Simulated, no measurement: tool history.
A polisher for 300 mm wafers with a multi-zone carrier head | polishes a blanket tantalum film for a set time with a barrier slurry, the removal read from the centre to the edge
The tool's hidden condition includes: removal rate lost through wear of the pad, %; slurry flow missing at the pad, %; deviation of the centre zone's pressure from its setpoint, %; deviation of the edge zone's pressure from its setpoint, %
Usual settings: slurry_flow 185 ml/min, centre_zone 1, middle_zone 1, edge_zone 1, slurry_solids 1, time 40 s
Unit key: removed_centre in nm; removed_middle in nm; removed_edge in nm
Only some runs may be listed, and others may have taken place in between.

run,hour,slurry_flow,centre_zone,middle_zone,edge_zone,slurry_solids,time,wafers since the last listed run,wafers polished on this pad,hours since the slurry nozzle was cleaned,hours since the centre zone pressure was calibrated,hours since the edge zone pressure was calibrated,hours since the carrier head's membrane was replaced,"incoming thickness of the incoming film, nm",removed_centre,removed_middle,removed_edge
1,0,185,1,1,1,1,40,0,2434,648.7,212.4,566,507.2,353.5,73.8,72.5,73.8
# hour 16.7: slurry nozzle cleaned
# hour 225.4: worn pad replaced by a new one
# hour 256.5: edge zone pressure recalibrated
2,272.4,185,1,1,1,1,40,3561,604,255.7,484.8,15.9,779.6,366.4,76.8,74.9,73.7
3,309.3,185,1,1,1,1,40,495,1099,292.6,521.7,52.8,816.5,352.6,77,73.8,74.2
4,377.4,185,1,1,1,1,40,913,2013,360.7,589.8,120.9,884.6,365.5,75.3,74.2,74.6
# hour 439.2: centre zone pressure recalibrated
5,472.2,185,1,1,1,1,40,1245,3258,455.5,33,215.7,979.4,356.4,75.5,71.7,73
6,525,185,1,1,1,1,40,708,3967,508.3,85.8,268.5,1032.2,358.5,73.6,72,74.6
7,617.3,185,1,1,1,1,40,1238,5206,600.6,178.1,360.8,1124.5,366.1,72.7,70.7,71.8
# hour 651: worn pad replaced by a new one
8,687,185,1,1,1,1,40,881,483,670.3,247.8,430.5,1194.2,361.7,73,69.8,71.7
# hour 703.8: slurry nozzle cleaned
9,765.8,185,1,1,1.05,1,40,1044,1527,62,326.6,509.3,1273,358.7,78.3,77.7,77.7
10,828.2,185,1,1,1.05,1,40,837,2364,124.4,389,571.7,1335.4,363.1,79.3,76.3,78
# hour 905.3: carrier head's membrane replaced by a new one
11,928.7,185,1,1,1,1,40,1281,3646,224.9,489.5,672.2,23.4,358.4,77.4,76.1,75.2
# hour 957.1: centre zone pressure recalibrated
12,997.9,185,1,1,1,1,52,901,4548,294.1,40.8,741.4,92.6,361.9,98.4,98.4,97.7
# hour 1030.2: worn pad replaced by a new one
13,1076,240,1.1,0.95,1,1.15,40,994,614,372.2,118.9,819.5,170.7,362.5,88.3,77.9,79.4
14,1154.5,155,1.12,1,1,1,40,1053,1667,450.7,197.4,898,249.2,352.1,76.7,70,72.2
# hour 1202.1: edge zone pressure recalibrated
15,1248.8,185,1,1,1,1,36,1238,2906,545,291.7,46.7,343.5,359.4,66.1,64.8,65.9
16,1290.4,185,0.9,0.89,1,1,40,558,3464,586.6,333.3,88.3,385.1,358.9,68.9,64.8,72.7
17,1327.9,205,1,1,1,1,40,503,3967,624.1,370.8,125.8,422.6,354.1,73.3,72,72.9
# hour 1389: slurry nozzle cleaned
18,1418.9,185,1,1,0.97,1,29,1207,5175,29.9,461.8,216.8,513.6,359,58.7,55.5,55.1
# hour 1440.6: worn pad replaced by a new one
19,1476.5,145,1,0.9,0.96,1,28,719,481,87.5,519.4,274.4,571.2,364.7,54,46.8,50.9
20,1533.2,185,1,1,1,1,40,760,1242,144.2,576.1,331.1,627.9,355.4,80.1,76.3,76.1
# hour 1545.8: centre zone pressure recalibrated
21,1592.9,185,1.06,1,1,1,40,774,2016,203.9,47.1,390.8,687.6,357.8,82.9,77.4,75.6
22,1638.3,245,1,1,1,1,40,609,2625,249.3,92.5,436.2,733,359.7,82,79.3,78.9

Give the tool's hidden conditions for every run:
removal rate lost through wear of the pad, %: 0 on each run
deviation of the centre zone's pressure from its setpoint, %: 0 on each run
deviation of the edge zone's pressure from its setpoint, %: 0 on each run
H1: slurry flow missing at the pad, %
run,H1
1,34.8
2,19.7
3,21.7
4,25.3
5,30.4
6,33.2
7,38.1
8,41.8
9,9.14
10,12.5
11,17.8
12,21.5
13,25.7
14,29.9
15,34.9
16,37.1
17,39.1
18,4.5
19,7.57
20,10.6
21,13.8
22,16.2

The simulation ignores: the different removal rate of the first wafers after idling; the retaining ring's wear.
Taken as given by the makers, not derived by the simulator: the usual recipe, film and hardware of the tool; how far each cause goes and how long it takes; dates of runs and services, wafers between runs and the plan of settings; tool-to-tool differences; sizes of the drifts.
